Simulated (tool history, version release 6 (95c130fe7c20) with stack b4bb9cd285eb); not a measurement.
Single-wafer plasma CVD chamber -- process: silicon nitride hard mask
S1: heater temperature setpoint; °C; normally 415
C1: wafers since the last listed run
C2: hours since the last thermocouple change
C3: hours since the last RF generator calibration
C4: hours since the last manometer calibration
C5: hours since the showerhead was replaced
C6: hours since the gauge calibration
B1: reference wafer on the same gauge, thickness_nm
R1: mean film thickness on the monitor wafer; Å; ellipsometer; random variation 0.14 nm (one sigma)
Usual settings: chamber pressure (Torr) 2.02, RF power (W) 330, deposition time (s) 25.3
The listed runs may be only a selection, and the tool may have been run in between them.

Run 1, hour 0: usual settings; C1 0; C2 673.6; C3 567.9; C4 1845.2; C5 1331.7; C6 2210.7; B1 34.114. Result: R1 309.28 Å.
Run 2, hour 88.1: usual settings but chamber pressure (Torr) 1.67; C1 2817; C2 761.7; C3 656; C4 1933.3; C5 1419.8; C6 2298.8; B1 34.06. Result: R1 297.67 Å.
Run 3, hour 133.1: usual settings but chamber pressure (Torr) 1.67; C1 1439; C2 806.7; C3 701; C4 1978.3; C5 1464.8; C6 2343.8; B1 34.124. Result: R1 296.67 Å.
Run 4, hour 214: usual settings but chamber pressure (Torr) 1.67; C1 2587; C2 887.6; C3 781.9; C4 2059.2; C5 1545.7; C6 2424.7; B1 34.058. Result: R1 299.42 Å.
At hour 276.1: capacitance manometer re-zeroed and calibrated.
Run 5, hour 276.6: usual settings; C1 1746; C2 950.2; C3 844.5; C4 0.5; C5 1608.3; C6 2487.3; B1 34.054. Result: R1 307.28 Å.
Run 6, hour 344.4: usual settings; C1 2168; C2 1018; C3 912.3; C4 68.3; C5 1676.1; C6 2555.1; B1 34.131. Result: R1 308.54 Å.
Run 7, hour 403.8: usual settings; C1 1899; C2 1077.4; C3 971.7; C4 127.7; C5 1735.5; C6 2614.5; B1 34.077. Result: R1 305.03 Å.
Run 8, hour 501.5: usual settings; C1 3124; C2 1175.1; C3 1069.4; C4 225.4; C5 1833.2; C6 2712.2; B1 34.107. Result: R1 306.56 Å.
Run 9, hour 544.1: usual settings but S1 422 °C; C1 1362; C2 1217.7; C3 1112; C4 268; C5 1875.8; C6 2754.8; B1 34.065. Result: R1 303.36 Å.
Run 10, hour 613.1: usual settings but S1 422 °C; C1 2206; C2 1286.7; C3 1181; C4 337; C5 1944.8; C6 2823.8; B1 34.159. Result: R1 305.97 Å.
At hour 620.8: gauge calibrated.
Run 11, hour 713.3: usual settings but chamber pressure (Torr) 1.6, RF power (W) 370, deposition time (s) 20.4; C1 3204; C2 1386.9; C3 1281.2; C4 437.2; C5 2045; C6 92.5; B1 34.092. Result: R1 242.86 Å.
At hour 731.3: thermocouple changed; heater temperature recalibrated.
Run 12, hour 798.1: usual settings but RF power (W) 375, deposition time (s) 26.4; C1 2456; C2 66.8; C3 1366; C4 522; C5 2129.8; C6 177.3; B1 34.078. Result: R1 332.29 Å.
Run 13, hour 858.8: usual settings but chamber pressure (Torr) 2.27; C1 1941; C2 127.5; C3 1426.7; C4 582.7; C5 2190.5; C6 238; B1 34.133. Result: R1 316.02 Å.
Run 14, hour 955.7: usual settings; C1 3098; C2 224.4; C3 1523.6; C4 679.6; C5 2287.4; C6 334.9; B1 34.121. Result: R1 307.33 Å.
At hour 1010.5: RF generator calibrated.
Run 15, hour 1011: usual settings but S1 428 °C; C1 1512; C2 279.7; C3 0.5; C4 734.9; C5 2342.7; C6 390.2; B1 34.075. Result: R1 304.64 Å.
Run 16, hour 1043.7: usual settings but S1 428 °C; C1 1045; C2 312.4; C3 33.2; C4 767.6; C5 2375.4; C6 422.9; B1 34.107. Result: R1 302.86 Å.
Run 17, hour 1080: usual settings but S1 406 °C, chamber pressure (Torr) 1.61, RF power (W) 290; C1 1160; C2 348.7; C3 69.5; C4 803.9; C5 2411.7; C6 459.2; B1 34.084. Result: R1 280.75 Å.
At hour 1136.6: showerhead replaced.
Run 18, hour 1155.2: usual settings but S1 411 °C, RF power (W) 395; C1 2149; C2 423.9; C3 144.7; C4 879.1; C5 18.6; C6 534.4; B1 34.041. Result: R1 325.09 Å.
Run 19, hour 1199.3: usual settings but S1 423 °C; C1 1410; C2 468; C3 188.8; C4 923.2; C5 62.7; C6 578.5; B1 34.059. Result: R1 305.8 Å.
Run 20, hour 1262.5: usual settings but S1 401 °C, chamber pressure (Torr) 2.31; C1 2021; C2 531.2; C3 252; C4 986.4; C5 125.9; C6 641.7; B1 34.087. Result: R1 318.4 Å.
Run 21, hour 1368.9: usual settings but chamber pressure (Torr) 1.52; C1 3402; C2 637.6; C3 358.4; C4 1092.8; C5 232.3; C6 748.1; B1 34.1. Result: R1 287.8 Å.
Run 22, hour 1451.9: usual settings; C1 2654; C2 720.6; C3 441.4; C4 1175.8; C5 315.3; C6 831.1; B1 34.068. Result: R1 310.39 Å.
Run 23, hour 1533.1: usual settings; C1 2596; C2 801.8; C3 522.6; C4 1257; C5 396.5; C6 912.3; B1 34.091. Result: R1 308.67 Å.
Run 24, hour 1611.1: usual settings but chamber pressure (Torr) 2.15, RF power (W) 380, deposition time (s) 20.8; C1 2494; C2 879.8; C3 600.6; C4 1335; C5 474.5; C6 990.3; B1 34.062. Result: R1 266.37 Å.
Run 25, hour 1901.2: usual settings; C1 9277; C2 1169.9; C3 890.7; C4 1625.1; C5 764.6; C6 1280.4; B1 34.094. Result: R1 308.47 Å.
Run 26, hour 1946.8: usual settings but S1 407 °C, chamber pressure (Torr) 2.38, RF power (W) 275, deposition time (s) 21.2; C1 1458; C2 1215.5; C3 936.3; C4 1670.7; C5 810.2; C6 1326; B1 34.077. Result: R1 254.79 Å.
Run 27, hour 2022.2: usual settings; C1 2411; C2 1290.9; C3 1011.7; C4 1746.1; C5 885.6; C6 1401.4; B1 34.131. Result: R1 310.64 Å.
Run 28, hour 2079.4: usual settings but S1 402 °C, chamber pressure (Torr) 1.73, deposition time (s) 27.4; C1 1829; C2 1348.1; C3 1068.9; C4 1803.3; C5 942.8; C6 1458.6; B1 34.058. Result: R1 327.62 Å.

For some of the steps in R1 from one run to the next: how much would appear even if the tool had no hidden state, given the settings, what came in and random variation, and how much remains for the hidden state plus any gauge scatter that the measured result and the result without hidden state don't share?
The tool's hidden condition here consists of: wafer temperature above the value expected at the setpoint (K); delivered RF power above the setpoint (%); true pressure above the setpoint (%); gauge reads high (%).
Run 4 -> 5: chamber pressure (Torr) 1.67 -> 2.02, capacitance manometer re-zeroed and calibrated. R1 +7.86 Å: hidden state -5.83, all else +13.69.
Run 10 -> 11: S1 422 -> 415, chamber pressure (Torr) 2.02 -> 1.6, RF power (W) 330 -> 370, deposition time (s) 25.3 -> 20.4, gauge calibrated. R1 -63.11 Å: hidden state -0.05, all else -63.06.
Run 11 -> 12: chamber pressure (Torr) 1.6 -> 2.02, RF power (W) 370 -> 375, deposition time (s) 20.4 -> 26.4, thermocouple changed; heater temperature recalibrated. R1 +89.43 Å: hidden state +0.35, all else +89.08.
Run 24 -> 25: chamber pressure (Torr) 2.15 -> 2.02, RF power (W) 380 -> 330, deposition time (s) 20.8 -> 25.3. R1 +42.1 Å: hidden state +1.53, all else +40.57.

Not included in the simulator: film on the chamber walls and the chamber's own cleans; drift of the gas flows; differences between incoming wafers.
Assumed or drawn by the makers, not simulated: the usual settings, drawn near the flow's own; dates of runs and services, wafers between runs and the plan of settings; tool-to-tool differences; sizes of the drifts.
